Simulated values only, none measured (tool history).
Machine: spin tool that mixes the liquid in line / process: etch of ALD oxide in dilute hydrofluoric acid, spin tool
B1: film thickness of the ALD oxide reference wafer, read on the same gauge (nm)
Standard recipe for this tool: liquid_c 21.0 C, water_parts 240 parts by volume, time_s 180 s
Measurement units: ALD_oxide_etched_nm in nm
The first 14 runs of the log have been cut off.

Run 15, hour 397.5: usual settings; B1 110.00. Result: ALD_oxide_etched_nm 13.38 nm.
At hour 401.1: gauge calibrated.
Run 16, hour 432.9: usual settings but liquid_c 17.0 C; B1 109.99. Result: ALD_oxide_etched_nm 11.51 nm.
Run 17, hour 479.0: usual settings but liquid_c 17.5 C, water_parts 315 parts by volume, time_s 255 s; B1 109.98. Result: ALD_oxide_etched_nm 11.98 nm.
Run 18, hour 495.1: usual settings; B1 109.99. Result: ALD_oxide_etched_nm 13.49 nm.
Run 19, hour 509.8: usual settings; B1 109.99. Result: ALD_oxide_etched_nm 13.56 nm.
Run 20, hour 534.3: usual settings but water_parts 145 parts by volume, time_s 240 s; B1 110.00. Result: ALD_oxide_etched_nm 32.85 nm.
Run 21, hour 564.1: usual settings; B1 110.02. Result: ALD_oxide_etched_nm 13.51 nm.
Run 22, hour 577.0: usual settings but liquid_c 18.0 C, time_s 265 s; B1 109.99. Result: ALD_oxide_etched_nm 17.76 nm.
Run 23, hour 595.9: usual settings but liquid_c 26.0 C, water_parts 280 parts by volume, time_s 225 s; B1 109.99. Result: ALD_oxide_etched_nm 16.75 nm.
Run 24, hour 628.8: usual settings; B1 109.98. Result: ALD_oxide_etched_nm 13.50 nm.
At hour 632.2: hydrofluoric acid flow meter replaced.
Run 25, hour 645.4: usual settings; B1 109.98. Result: ALD_oxide_etched_nm 12.90 nm.
Run 26, hour 675.9: usual settings but liquid_c 24.5 C, water_parts 190 parts by volume; B1 110.01. Result: ALD_oxide_etched_nm 19.74 nm.
Run 27, hour 696.9: usual settings but water_parts 340 parts by volume; B1 110.01. Result: ALD_oxide_etched_nm 8.39 nm.
Run 28, hour 729.7: usual settings but liquid_c 24.5 C, water_parts 210 parts by volume; B1 109.99. Result: ALD_oxide_etched_nm 17.46 nm.
Run 29, hour 758.4: usual settings but liquid_c 19.0 C, time_s 85 s; B1 110.00. Result: ALD_oxide_etched_nm 5.72 nm.
Run 30, hour 786.2: usual settings but liquid_c 19.0 C; B1 109.99. Result: ALD_oxide_etched_nm 12.08 nm.
Run 31, hour 802.7: usual settings but water_parts 130 parts by volume; B1 110.00. Result: ALD_oxide_etched_nm 26.98 nm.
Run 32, hour 836.1: usual settings but water_parts 340 parts by volume, time_s 130 s; B1 109.99. Result: ALD_oxide_etched_nm 6.06 nm.
Run 33, hour 855.6: usual settings but time_s 285 s; B1 109.99. Result: ALD_oxide_etched_nm 20.81 nm.
Run 34, hour 877.7: usual settings; B1 110.00. Result: ALD_oxide_etched_nm 13.12 nm.

Below are 4 alternative next runs, each starting from the tool's condition after run 34. Predict each:
Run A, hour 878.2: usual settings but water_parts 190 parts by volume; B1 ?. Result: ALD_oxide_etched_nm ?.
Run B, hour 878.2: usual settings but liquid_c 24.0 C, water_parts 135 parts by volume, time_s 230 s; B1 ?. Result: ALD_oxide_etched_nm ?.
Run C, hour 878.2: usual settings but liquid_c 24.0 C, water_parts 295 parts by volume, time_s 265 s; B1 ?. Result: ALD_oxide_etched_nm ?.
Run D, hour 878.2: usual settings but water_parts 290 parts by volume, time_s 265 s; B1 ?. Result: ALD_oxide_etched_nm ?.

run      B1  ALD_oxide_etched_nm
  A  110.02                17.39
  B  110.02                37.25
  C  110.02                16.59
  D  110.02                15.24
What these runs would have given with no unlogged condition in the tool:
run  ALD_oxide_etched_nm
  A                17.14
  B                36.74
  C                16.34
  D                15.01

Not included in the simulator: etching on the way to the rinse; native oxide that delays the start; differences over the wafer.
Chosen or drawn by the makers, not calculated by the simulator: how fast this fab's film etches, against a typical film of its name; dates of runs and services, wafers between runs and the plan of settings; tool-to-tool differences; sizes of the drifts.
